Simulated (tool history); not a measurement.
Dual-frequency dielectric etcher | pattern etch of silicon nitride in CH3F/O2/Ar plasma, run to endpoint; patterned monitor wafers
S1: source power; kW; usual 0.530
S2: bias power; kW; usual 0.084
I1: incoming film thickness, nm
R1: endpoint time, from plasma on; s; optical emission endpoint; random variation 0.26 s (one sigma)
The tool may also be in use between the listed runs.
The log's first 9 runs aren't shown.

run,day,S1,S2,I1,R1
# day 22.908: bias power generator calibrated
10,23.283,0.530,0.084,28.94,34.4
11,25.979,0.530,0.084,29.10,33.8
12,27.696,0.530,0.067,28.91,37.1
13,29.125,0.530,0.076,28.98,35.8
14,30.529,0.560,0.091,29.01,31.5
# day 31.783: source power generator calibrated
15,33.075,0.600,0.071,28.97,35.0
16,35.088,0.530,0.084,29.26,35.5
17,37.058,0.530,0.084,29.04,35.0
18,38.462,0.530,0.084,28.91,34.6
19,40.471,0.530,0.091,29.28,33.9
# day 43.133: wet clean of the chamber
20,43.154,0.530,0.084,28.72,34.5
21,45.129,0.410,0.097,28.95,38.9
22,46.725,0.410,0.099,29.06,38.6
23,48.617,0.530,0.077,28.95,36.1
24,51.496,0.490,0.077,28.95,37.4
25,53.688,0.600,0.092,29.19,31.5
26,55.700,0.530,0.084,29.09,35.0
27,56.804,0.490,0.093,29.12,34.9
28,58.029,0.600,0.105,28.81,29.4
29,60.325,0.470,0.074,29.06,38.9
30,61.371,0.620,0.096,29.06,30.0
31,62.421,0.450,0.094,29.14,36.6
# day 64.117: wet clean of the chamber
32,64.138,0.640,0.095,29.16,29.5
33,66.350,0.610,0.073,28.99,33.6
34,68.283,0.530,0.070,28.67,37.1

Forecast each of these 5 alternatives for the next run:
A,68.300,0.530,0.084,28.91,?
B,68.300,0.660,0.084,28.91,?
C,68.300,0.600,0.103,28.91,?
D,68.300,0.610,0.084,28.91,?
E,68.300,0.400,0.073,28.91,?

run,R1
A,34.5
B,30.4
C,29.6
D,31.8
E,44.2
Without the tool's hidden state the same runs would have given:
run,R1
A,35.3
B,31.2
C,30.3
D,32.5
E,45.2
